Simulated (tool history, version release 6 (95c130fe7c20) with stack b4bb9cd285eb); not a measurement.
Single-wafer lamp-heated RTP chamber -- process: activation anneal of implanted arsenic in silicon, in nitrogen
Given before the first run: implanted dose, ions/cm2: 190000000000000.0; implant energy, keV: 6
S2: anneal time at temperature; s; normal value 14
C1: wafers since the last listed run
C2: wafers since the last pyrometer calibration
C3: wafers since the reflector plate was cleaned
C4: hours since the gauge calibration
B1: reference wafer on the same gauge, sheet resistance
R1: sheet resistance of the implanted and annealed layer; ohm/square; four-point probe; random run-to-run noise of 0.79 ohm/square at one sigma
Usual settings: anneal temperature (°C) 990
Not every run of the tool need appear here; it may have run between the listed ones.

{"run": 1, "hour": 0.0, "anneal temperature (°C)": 968, "S2": 14, "C1": 0, "C2": 700, "C3": 2653, "C4": 1533.9, "B1": 608.01, "R1": 528.61}
{"run": 2, "hour": 45.1, "anneal temperature (°C)": 990, "S2": 14, "C1": 495, "C2": 1195, "C3": 3149, "C4": 1579, "B1": 608.09, "R1": 522.86}
{"run": 3, "hour": 134.7, "anneal temperature (°C)": 990, "S2": 14, "C1": 984, "C2": 2180, "C3": 4134, "C4": 1668.6, "B1": 607.7, "R1": 522.74}
{"run": 4, "hour": 185.5, "anneal temperature (°C)": 990, "S2": 14, "C1": 558, "C2": 2738, "C3": 4692, "C4": 1719.4, "B1": 607.8, "R1": 522.5}
{"run": 5, "hour": 232.0, "anneal temperature (°C)": 990, "S2": 14, "C1": 511, "C2": 3249, "C3": 5203, "C4": 1765.9, "B1": 608.07, "R1": 522.46}
{"run": 6, "hour": 336.7, "anneal temperature (°C)": 990, "S2": 14, "C1": 1150, "C2": 4400, "C3": 6354, "C4": 1870.6, "B1": 607.93, "R1": 523.07}
{"run": 7, "hour": 406.0, "anneal temperature (°C)": 970, "S2": 14, "C1": 761, "C2": 5162, "C3": 7115, "C4": 1939.9, "B1": 607.95, "R1": 527.45}
{"run": 8, "hour": 461.6, "anneal temperature (°C)": 970, "S2": 14, "C1": 611, "C2": 5773, "C3": 7726, "C4": 1995.5, "B1": 607.74, "R1": 526.66}
{"run": 9, "hour": 512.4, "anneal temperature (°C)": 970, "S2": 14, "C1": 558, "C2": 6331, "C3": 8285, "C4": 2046.3, "B1": 608.05, "R1": 526.34}
{"run": 10, "hour": 581.2, "anneal temperature (°C)": 990, "S2": 14, "C1": 756, "C2": 7087, "C3": 9041, "C4": 2115.1, "B1": 608.15, "R1": 519.88}
{"hour": 641.9, "done": "reflector plate cleaned"}
{"hour": 654.1, "done": "pyrometer window cleaned and pyrometer calibrated"}
{"run": 11, "hour": 668.0, "anneal temperature (°C)": 990, "S2": 14, "C1": 778, "C2": 152, "C3": 198, "C4": 2201.9, "B1": 608.34, "R1": 523.13}
{"run": 12, "hour": 770.7, "anneal temperature (°C)": 990, "S2": 17, "C1": 1128, "C2": 1281, "C3": 1327, "C4": 2304.6, "B1": 608.09, "R1": 520.88}
{"run": 13, "hour": 875.6, "anneal temperature (°C)": 990, "S2": 17, "C1": 1152, "C2": 2434, "C3": 2480, "C4": 2409.5, "B1": 607.94, "R1": 521.61}
{"run": 14, "hour": 969.0, "anneal temperature (°C)": 990, "S2": 14, "C1": 1026, "C2": 3460, "C3": 3506, "C4": 2502.9, "B1": 607.72, "R1": 523.78}
{"run": 15, "hour": 1013.3, "anneal temperature (°C)": 990, "S2": 14, "C1": 486, "C2": 3947, "C3": 3993, "C4": 2547.2, "B1": 607.94, "R1": 522.07}
{"run": 16, "hour": 1105.2, "anneal temperature (°C)": 990, "S2": 14, "C1": 1009, "C2": 4957, "C3": 5003, "C4": 2639.1, "B1": 607.78, "R1": 520.52}
{"run": 17, "hour": 1200.3, "anneal temperature (°C)": 1002, "S2": 10, "C1": 1045, "C2": 6002, "C3": 6048, "C4": 2734.2, "B1": 607.89, "R1": 522.45}
{"run": 18, "hour": 1280.1, "anneal temperature (°C)": 1019, "S2": 20, "C1": 876, "C2": 6879, "C3": 6925, "C4": 2814, "B1": 607.75, "R1": 503.37}
{"hour": 1323.5, "done": "pyrometer window cleaned and pyrometer calibrated"}
{"run": 19, "hour": 1367.7, "anneal temperature (°C)": 990, "S2": 14, "C1": 874, "C2": 486, "C3": 7800, "C4": 2901.6, "B1": 608.07, "R1": 523.76}
{"run": 20, "hour": 1451.6, "anneal temperature (°C)": 970, "S2": 10, "C1": 922, "C2": 1408, "C3": 8722, "C4": 2985.5, "B1": 608.13, "R1": 529.91}
{"run": 21, "hour": 1497.9, "anneal temperature (°C)": 1013, "S2": 10, "C1": 508, "C2": 1917, "C3": 9231, "C4": 3031.8, "B1": 607.79, "R1": 521.44}
{"hour": 1575.2, "done": "reflector plate cleaned"}
{"run": 22, "hour": 1591.6, "anneal temperature (°C)": 990, "S2": 14, "C1": 941, "C2": 2858, "C3": 180, "C4": 3125.5, "B1": 608.11, "R1": 524.26}
{"run": 23, "hour": 1632.9, "anneal temperature (°C)": 977, "S2": 7, "C1": 453, "C2": 3312, "C3": 634, "C4": 3166.8, "B1": 608.05, "R1": 533.68}
{"run": 24, "hour": 1675.0, "anneal temperature (°C)": 976, "S2": 17, "C1": 462, "C2": 3775, "C3": 1097, "C4": 3208.9, "B1": 607.98, "R1": 524.17}
{"hour": 1748.0, "done": "gauge calibrated"}
{"run": 25, "hour": 1773.4, "anneal temperature (°C)": 990, "S2": 14, "C1": 1081, "C2": 4856, "C3": 2178, "C4": 25.4, "B1": 607.98, "R1": 522.48}
{"run": 26, "hour": 1846.5, "anneal temperature (°C)": 1005, "S2": 17, "C1": 803, "C2": 5660, "C3": 2982, "C4": 98.5, "B1": 608.14, "R1": 512.93}
{"hour": 1908.6, "done": "pyrometer window cleaned and pyrometer calibrated"}
{"run": 27, "hour": 1939.1, "anneal temperature (°C)": 981, "S2": 21, "C1": 929, "C2": 334, "C3": 3911, "C4": 191.1, "B1": 607.94, "R1": 520.39}
{"run": 28, "hour": 2035.1, "anneal temperature (°C)": 1002, "S2": 14, "C1": 1055, "C2": 1389, "C3": 4966, "C4": 287.1, "B1": 608.22, "R1": 519.42}
{"run": 29, "hour": 2073.8, "anneal temperature (°C)": 961, "S2": 14, "C1": 425, "C2": 1815, "C3": 5392, "C4": 325.8, "B1": 608.04, "R1": 530.45}
{"run": 30, "hour": 2116.1, "anneal temperature (°C)": 990, "S2": 14, "C1": 464, "C2": 2280, "C3": 5856, "C4": 368.1, "B1": 608.22, "R1": 522.06}
{"run": 31, "hour": 2264.5, "anneal temperature (°C)": 990, "S2": 8, "C1": 1630, "C2": 3910, "C3": 7487, "C4": 516.5, "B1": 607.95, "R1": 528.87}
{"run": 32, "hour": 2343.1, "anneal temperature (°C)": 998, "S2": 9, "C1": 863, "C2": 4774, "C3": 8351, "C4": 595.1, "B1": 608.12, "R1": 524.13}
{"run": 33, "hour": 2400.0, "anneal temperature (°C)": 1018, "S2": 8, "C1": 625, "C2": 5400, "C3": 8977, "C4": 652, "B1": 607.73, "R1": 520.61}
{"run": 34, "hour": 2474.7, "anneal temperature (°C)": 1008, "S2": 14, "C1": 820, "C2": 6221, "C3": 9797, "C4": 726.7, "B1": 607.85, "R1": 515.38}
{"run": 35, "hour": 2512.0, "anneal temperature (°C)": 968, "S2": 20, "C1": 409, "C2": 6630, "C3": 10207, "C4": 764, "B1": 607.84, "R1": 523.72}
{"run": 36, "hour": 2599.3, "anneal temperature (°C)": 1012, "S2": 17, "C1": 959, "C2": 7590, "C3": 11167, "C4": 851.3, "B1": 608.1, "R1": 509.08}

What if the next run were any one of these 5? Each begins from the tool's condition after run 36:
{"run": "A", "hour": 2599.7, "anneal temperature (°C)": 990, "S2": 14, "C1": 4, "C2": 7594, "C3": 11171, "C4": 851.7, "B1": "?", "R1": "?"}
{"run": "B", "hour": 2599.7, "anneal temperature (°C)": 990, "S2": 20, "C1": 4, "C2": 7594, "C3": 11171, "C4": 851.7, "B1": "?", "R1": "?"}
{"run": "C", "hour": 2599.7, "anneal temperature (°C)": 990, "S2": 19, "C1": 4, "C2": 7594, "C3": 11171, "C4": 851.7, "B1": "?", "R1": "?"}
{"run": "D", "hour": 2599.7, "anneal temperature (°C)": 973, "S2": 14, "C1": 4, "C2": 7594, "C3": 11171, "C4": 851.7, "B1": "?", "R1": "?"}
{"run": "E", "hour": 2599.7, "anneal temperature (°C)": 964, "S2": 14, "C1": 4, "C2": 7594, "C3": 11171, "C4": 851.7, "B1": "?", "R1": "?"}

run=A B1=607.78 R1=519.78
run=B B1=607.78 R1=514.41
run=C B1=607.78 R1=515.23
run=D B1=607.78 R1=524.72
run=E B1=607.78 R1=526.87
The same runs, with their run-to-run variation unchanged, on a tool lacking any hidden condition would have given:
run=A R1=523.69
run=B R1=519.27
run=C R1=519.95
run=D R1=527.74
run=E R1=529.31
